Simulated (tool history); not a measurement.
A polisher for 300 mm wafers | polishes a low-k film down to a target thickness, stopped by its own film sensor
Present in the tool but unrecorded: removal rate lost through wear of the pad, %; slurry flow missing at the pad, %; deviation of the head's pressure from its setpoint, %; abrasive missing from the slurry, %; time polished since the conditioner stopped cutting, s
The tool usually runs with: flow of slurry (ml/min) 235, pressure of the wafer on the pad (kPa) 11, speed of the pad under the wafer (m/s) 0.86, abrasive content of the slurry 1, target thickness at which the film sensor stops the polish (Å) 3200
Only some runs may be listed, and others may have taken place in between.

run	hour	flow of slurry (ml/min)	pressure of the wafer on the pad (kPa)	speed of the pad under the wafer (m/s)	abrasive content of the slurry	target thickness at which the film sensor stops the polish (Å)	wafers since the last listed run	wafers polished on this pad	hours since the slurry nozzle was cleaned	hours since the head pressure was calibrated	hours since the slurry blender was calibrated	hours since the conditioning disc was replaced	incoming thickness of the incoming film, nm	time until the film sensor stopped the polish (s)
1	0	235	11	0.86	1	3200	0	520	690	418.9	167.6	100.9	348.6	85.9
2	25.8	235	11	0.86	1	3200	175	695	715.8	444.7	193.4	126.7	350.5	94.2
3	45.4	235	11	0.68	1	3200	133	828	735.4	464.3	213	146.3	349.9	109.1
# hour 59.9: head pressure recalibrated
4	62	235	11	0.86	1.1	3200	99	927	752	2.1	229.6	162.9	350.4	91.5
# hour 82.2: slurry nozzle cleaned
5	89.4	235	11	0.86	1	3200	179	1107	7.2	29.5	257	190.3	350	93.8
6	108.1	235	13.8	0.86	1	3200	126	1234	25.9	48.2	275.7	209	349.6	78.7
# hour 133.2: worn pad replaced by a new one
7	138.1	235	11	0.86	0.85	3200	176	33	55.9	78.2	305.7	239	345.3	81.8
8	171.7	235	13.1	0.86	1	3200	228	261	89.5	111.8	339.3	272.6	347.2	72.7
9	193.6	235	11	0.86	1	3200	148	409	111.4	133.7	361.2	294.5	350.6	94.3
# hour 199.7: slurry blender recalibrated
10	209.1	160	15.2	0.86	1	3200	91	501	126.9	149.2	9.4	310	351	80.2
11	235.3	180	11	0.86	1	3200	177	679	153.1	175.4	35.6	336.2	345	79.5
12	258.3	295	11	0.86	1	3130	156	835	176.1	198.4	58.6	359.2	348	103.5
13	293.9	235	11	1.12	1	3200	241	1077	211.7	234	94.2	394.8	352.8	81.6
14	322.2	295	11	0.86	1	3200	192	1269	240	262.3	122.5	423.1	345.2	75.8
# hour 349.6: conditioning disc replaced and pad reconditioned
15	352	235	11	0.86	0.85	3270	188	1457	269.8	292.1	152.3	2.4	350.1	75.1
# hour 372.9: worn pad replaced by a new one
16	386.7	165	11	0.74	1	3240	208	93	304.5	326.8	187	37.1	348.2	84.6
17	402	235	11	0.86	1	3120	103	197	319.8	342.1	202.3	52.4	351.2	115.3
18	420.4	235	11	0.86	1	3200	124	322	338.2	360.5	220.7	70.8	351.6	96.9
19	434.7	180	11	0.86	0.85	3200	97	419	352.5	374.8	235	85.1	356.9	125
20	457.3	235	11	0.86	1	3200	153	572	375.1	397.4	257.6	107.7	346.8	79.9
21	474.2	235	11	0.86	1	3200	114	687	392	414.3	274.5	124.6	351.2	92.7
# hour 543.6: head pressure recalibrated
22	548.1	235	11	0.7	1.3	3200	488	1175	465.9	4.5	348.4	198.5	348.3	88.5
# hour 574.9: worn pad replaced by a new one
# hour 582: slurry blender recalibrated
23	637.4	210	11	1.02	1	3150	565	410	555.2	93.8	55.4	287.8	350.7	95.6
24	659.5	200	11	1.02	1.15	3200	150	560	577.3	115.9	77.5	309.9	351.5	81.5
25	680.6	235	11	0.86	1.25	3200	143	704	598.4	137	98.6	331	353.6	92.3
26	692.8	235	11	1.08	1	3120	82	786	610.6	149.2	110.8	343.2	347.4	90.1

Below are 4 alternative next runs, each starting from the tool's condition after run 26. Predict each:
A	693.2	235	11	0.86	1	3200	2	789	611	149.6	111.2	343.6	351.7	?
B	693.2	210	9	0.86	0.7	3200	2	789	611	149.6	111.2	343.6	351.7	?
C	693.2	235	11	0.86	1.1	3110	2	789	611	149.6	111.2	343.6	351.7	?
D	693.2	165	11	0.86	1	3200	2	789	611	149.6	111.2	343.6	351.7	?

run	time until the film sensor stopped the polish (s)
A	94.9
B	130.3
C	117.1
D	100.2
With the hidden condition removed and each run's random variation left untouched, the same runs would have given:
run	time until the film sensor stopped the polish (s)
A	94.9
B	130.3
C	117.1
D	100.2

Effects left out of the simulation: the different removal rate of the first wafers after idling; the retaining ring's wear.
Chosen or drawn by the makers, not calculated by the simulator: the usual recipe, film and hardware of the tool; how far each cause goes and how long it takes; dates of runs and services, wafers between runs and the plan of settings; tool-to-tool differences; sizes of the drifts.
